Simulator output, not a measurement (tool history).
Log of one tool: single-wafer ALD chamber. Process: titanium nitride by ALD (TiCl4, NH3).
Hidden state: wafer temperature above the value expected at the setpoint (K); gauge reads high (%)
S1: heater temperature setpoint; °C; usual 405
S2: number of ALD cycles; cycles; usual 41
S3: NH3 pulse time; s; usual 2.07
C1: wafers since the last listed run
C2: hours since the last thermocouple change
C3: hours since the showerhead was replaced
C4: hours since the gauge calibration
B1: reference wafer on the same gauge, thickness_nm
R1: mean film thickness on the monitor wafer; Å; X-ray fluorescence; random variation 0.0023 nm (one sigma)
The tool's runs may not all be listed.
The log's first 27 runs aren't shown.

run    hour   S1  S2    S3   C1     C2     C3      C4     B1     R1
 28  1253.8  405  41  1.37  285   80.8  338.8   521.5  0.906   9.08
 29  1307.8  416  45  1.84  290  134.8  392.8   575.5  0.907  10.38
 30  1347.2  405  41  2.07  211  174.2  432.2   614.9  0.907   9.51
 31  1381.2  410  41  2.78  182  208.2  466.2   648.9  0.908   9.66
 32  1450.7  409  41  2.07  373  277.7  535.7   718.4  0.909   9.56
 33  1512.2  399  38  2.07  330  339.2  597.2   779.9   0.91   8.83
 34  1553.2  414  41  2.07  220  380.2  638.2   820.9  0.911   9.61
 35  1599.5  410  41  2.66  248  426.5  684.5   867.2   0.91   9.67
 36  1659.4  405  41  2.07  322  486.4  744.4   927.1  0.911   9.58
 37  1684.2  396  49  2.07  133  511.2  769.2   951.9  0.913  11.37
 38  1709.1  397  37  2.86  133  536.1  794.1   976.8  0.913   8.74
 39  1780.8  400  38  2.54  385  607.8  865.8  1048.5  0.913   8.97

Forecast each of these 5 alternatives for the next run:
  A  1781.3  405  41  2.07   2  608.3  866.3  1049   ?   ?
  B  1781.3  391  37  1.85   2  608.3  866.3  1049   ?   ?
  C  1781.3  419  41  2.07   2  608.3  866.3  1049   ?   ?
  D  1781.3  405  41  1.43   2  608.3  866.3  1049   ?   ?
  E  1781.3  405  33  1.82   2  608.3  866.3  1049   ?   ?

run     B1    R1
  A  0.913  9.53
  B  0.913  8.42
  C  0.913  9.59
  D  0.913  9.22
  E  0.913  7.61
Without the tool's hidden state the same runs would have given:
run    R1
  A  9.35
  B  8.26
  C  9.41
  D  9.04
  E  7.46
